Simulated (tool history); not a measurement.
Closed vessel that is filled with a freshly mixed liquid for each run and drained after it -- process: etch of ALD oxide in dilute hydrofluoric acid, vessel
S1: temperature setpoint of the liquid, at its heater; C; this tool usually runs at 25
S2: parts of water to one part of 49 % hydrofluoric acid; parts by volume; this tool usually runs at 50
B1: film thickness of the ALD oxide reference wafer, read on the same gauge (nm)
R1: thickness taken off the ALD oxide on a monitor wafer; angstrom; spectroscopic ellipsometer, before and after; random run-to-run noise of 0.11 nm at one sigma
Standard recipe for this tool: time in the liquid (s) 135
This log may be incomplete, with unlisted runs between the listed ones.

{"run": 1, "hour": 0.0, "S1": 25, "S2": 50, "time in the liquid (s)": 95, "B1": 50, "R1": 199.6}
{"run": 2, "hour": 45.9, "S1": 25, "S2": 50, "time in the liquid (s)": 95, "B1": 50, "R1": 199.8}
{"run": 3, "hour": 130.0, "S1": 25, "S2": 50, "time in the liquid (s)": 95, "B1": 50, "R1": 199.8}
{"run": 4, "hour": 195.3, "S1": 25, "S2": 70, "time in the liquid (s)": 135, "B1": 49.98, "R1": 199}
{"run": 5, "hour": 266.4, "S1": 25, "S2": 70, "time in the liquid (s)": 135, "B1": 50, "R1": 198.2}
{"run": 6, "hour": 305.8, "S1": 25, "S2": 50, "time in the liquid (s)": 135, "B1": 50.02, "R1": 284.1}
{"run": 7, "hour": 343.8, "S1": 25, "S2": 50, "time in the liquid (s)": 135, "B1": 50.01, "R1": 284.6}
{"run": 8, "hour": 396.0, "S1": 25, "S2": 50, "time in the liquid (s)": 135, "B1": 49.97, "R1": 283.8}
{"run": 9, "hour": 461.2, "S1": 25, "S2": 50, "time in the liquid (s)": 100, "B1": 50.05, "R1": 211.4}
{"run": 10, "hour": 493.1, "S1": 25, "S2": 50, "time in the liquid (s)": 100, "B1": 49.99, "R1": 211.6}
{"run": 11, "hour": 533.2, "S1": 25, "S2": 50, "time in the liquid (s)": 100, "B1": 50.05, "R1": 211.8}
{"run": 12, "hour": 584.5, "S1": 25, "S2": 50, "time in the liquid (s)": 135, "B1": 50.05, "R1": 284.8}
{"run": 13, "hour": 650.0, "S1": 25, "S2": 50, "time in the liquid (s)": 135, "B1": 49.99, "R1": 285.2}
{"run": 14, "hour": 702.4, "S1": 25, "S2": 50, "time in the liquid (s)": 135, "B1": 50.01, "R1": 284.6}
{"run": 15, "hour": 908.0, "S1": 25, "S2": 50, "time in the liquid (s)": 135, "B1": 49.98, "R1": 286.1}
{"run": 16, "hour": 951.5, "S1": 20.5, "S2": 65, "time in the liquid (s)": 70, "B1": 49.99, "R1": 93}
{"run": 17, "hour": 1003.0, "S1": 25, "S2": 50, "time in the liquid (s)": 135, "B1": 50, "R1": 286.8}
{"run": 18, "hour": 1044.1, "S1": 25, "S2": 50, "time in the liquid (s)": 135, "B1": 49.96, "R1": 284.7}
{"run": 19, "hour": 1097.5, "S1": 26.5, "S2": 40, "time in the liquid (s)": 160, "B1": 50, "R1": 455.4}
{"run": 20, "hour": 1136.5, "S1": 25, "S2": 25, "time in the liquid (s)": 135, "B1": 50.05, "R1": 592.4}
{"run": 21, "hour": 1200.7, "S1": 21, "S2": 50, "time in the liquid (s)": 135, "B1": 50, "R1": 242}
{"run": 22, "hour": 1267.6, "S1": 22.5, "S2": 50, "time in the liquid (s)": 60, "B1": 50.03, "R1": 115}
{"run": 23, "hour": 1302.0, "S1": 27, "S2": 30, "time in the liquid (s)": 170, "B1": 50.02, "R1": 670.8}
{"run": 24, "hour": 1340.1, "S1": 21.5, "S2": 25, "time in the liquid (s)": 95, "B1": 49.98, "R1": 359.3}
{"run": 25, "hour": 1382.8, "S1": 25, "S2": 50, "time in the liquid (s)": 135, "B1": 50.01, "R1": 284.4}
{"run": 26, "hour": 1418.5, "S1": 25, "S2": 50, "time in the liquid (s)": 70, "B1": 50.02, "R1": 147.5}
{"run": 27, "hour": 1459.6, "S1": 25, "S2": 50, "time in the liquid (s)": 135, "B1": 49.98, "R1": 286.5}
{"run": 28, "hour": 1495.2, "S1": 22.5, "S2": 50, "time in the liquid (s)": 165, "B1": 49.97, "R1": 313.1}
{"run": 29, "hour": 1532.4, "S1": 25, "S2": 50, "time in the liquid (s)": 100, "B1": 50.03, "R1": 210.6}

Missing from the log above: 3 entries noted between runs. For each, name the pair of listed runs it sits between and say how the tool's hidden condition differs from the listed run just before to the listed run just after:
In the gap between runs 12 and 13: gauge calibrated (hour 633.7)
  the hidden state is the same at both runs
In the gap between runs 14 and 15: thermometer replaced (hour 792.8); hydrofluoric acid flow meter replaced (hour 851.1)
  the hidden state is the same at both runs

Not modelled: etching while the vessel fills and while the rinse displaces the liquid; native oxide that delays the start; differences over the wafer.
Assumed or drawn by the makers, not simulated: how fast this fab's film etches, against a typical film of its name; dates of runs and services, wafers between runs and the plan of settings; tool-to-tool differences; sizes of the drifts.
